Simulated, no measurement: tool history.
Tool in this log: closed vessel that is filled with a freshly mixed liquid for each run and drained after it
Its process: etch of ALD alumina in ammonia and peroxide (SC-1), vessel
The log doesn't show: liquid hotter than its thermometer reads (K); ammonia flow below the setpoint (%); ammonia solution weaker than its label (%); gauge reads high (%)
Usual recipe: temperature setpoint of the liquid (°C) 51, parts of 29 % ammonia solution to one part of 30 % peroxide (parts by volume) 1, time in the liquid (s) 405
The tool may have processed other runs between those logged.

run,day,temperature setpoint of the liquid (°C),parts of 29 % ammonia solution to one part of 30 % peroxide (parts by volume),time in the liquid (s),wafers since the last listed run,hours since the thermometer was replaced,hours since the ammonia flow meter was replaced,hours since the drum of ammonia solution was connected,hours since the gauge calibration,"read-back film thickness of the ALD alumina reference wafer, read on the same gauge (nm)",thickness taken off the ALD alumina on a monitor wafer (Å)
1,0,54,1,405,0,2544.2,1379.3,310.4,1185.8,69.99,373
2,1.192,45,0.9,405,1413,2572.8,1407.9,339,1214.4,70,227.8
# day 1.442: new drum of ammonia solution connected
3,1.746,45,0.9,405,607,2586.1,1421.2,7.3,1227.7,70.01,226.3
4,2.325,57,1,525,686,2600,1435.1,21.2,1241.6,70.01,564.8
# day 2.479: ammonia flow meter replaced
5,3.3,57,1,525,1106,2623.4,19.7,44.6,1265,70,568.5
6,3.971,55,1.2,245,795,2639.5,35.8,60.7,1281.1,70.01,241.4
7,4.979,42,1,405,1195,2663.7,60,84.9,1305.3,69.98,195.4
# day 5.808: gauge calibrated
8,6.246,51,1.2,500,1501,2694.1,90.4,115.3,10.5,69.98,400.3
9,7.271,51,1,330,1215,2718.7,115,139.9,35.1,69.98,260
# day 7.904: thermometer replaced
10,8.592,51,0.75,180,1516,16.5,146.7,171.6,66.8,70.01,150.3
11,9.483,47.5,0.6,405,1057,37.9,168.1,193,88.2,70,271.8
12,10.438,45.5,1.2,605,1131,60.8,191,215.9,111.1,70.02,392.8
13,11.458,59.5,0.85,265,1210,85.3,215.5,240.4,135.6,70.02,349.9
14,12.171,58,1.2,250,844,102.4,232.6,257.5,152.7,69.98,312
15,13.296,55,1.2,245,1333,129.4,259.6,284.5,179.7,70.01,261.4
16,14.754,55,0.55,405,1729,164.4,294.6,319.5,214.7,69.99,404.9
17,15.404,44.5,0.55,225,770,180,310.2,335.1,230.3,70.01,128.4
18,16.596,51,1,405,1413,208.6,338.8,363.7,258.9,69.97,347.5
# day 17.45: new drum of ammonia solution connected
19,17.812,51,0.85,405,1393,237.8,368,8.7,288.1,69.98,342.9
# day 18.333: thermometer replaced, repeated, since the last time left the tool worse
20,18.812,51,1,405,1136,11.5,392,32.7,312.1,69.97,292.4
21,19.733,56,1.2,645,1091,33.6,414.1,54.8,334.2,70,622.5
22,21.575,57,0.7,515,2183,77.8,458.3,99,378.4,70.04,495.6
23,22.504,60,1.2,345,1101,100.1,480.6,121.3,400.7,70.01,412.5
24,23.683,59.5,0.65,520,1398,128.4,508.9,149.6,429,70.02,565.1
25,24.354,51,1,405,795,144.5,525,165.7,445.1,70.03,291.6
26,25.15,51,1,300,943,163.6,544.1,184.8,464.2,70.01,217.1
27,25.883,51,1,405,869,181.2,561.7,202.4,481.8,70.01,294.6
28,26.55,57.5,1,405,790,197.2,577.7,218.4,497.8,69.98,417.6
29,28.008,45,1.15,175,1729,232.2,612.7,253.4,532.8,70,92.2

Consider 4 possible next runs. They are alternatives, not a sequence: every one starts from the tool as it was left by run 29. What does each give?
A,28.042,51,1,405,39,233,613.5,254.2,533.6,?,?
B,28.042,51,1,555,39,233,613.5,254.2,533.6,?,?
C,28.042,51,0.6,405,39,233,613.5,254.2,533.6,?,?
D,28.042,51,1,225,39,233,613.5,254.2,533.6,?,?

run,"read-back film thickness of the ALD alumina reference wafer, read on the same gauge (nm)",thickness taken off the ALD alumina on a monitor wafer (Å)
A,70.01,293.3
B,70.01,402
C,70.01,279.4
D,70.01,163
Had the tool no hidden state, the same runs would have come out as:
run,thickness taken off the ALD alumina on a monitor wafer (Å)
A,290.8
B,398.5
C,277
D,161.5

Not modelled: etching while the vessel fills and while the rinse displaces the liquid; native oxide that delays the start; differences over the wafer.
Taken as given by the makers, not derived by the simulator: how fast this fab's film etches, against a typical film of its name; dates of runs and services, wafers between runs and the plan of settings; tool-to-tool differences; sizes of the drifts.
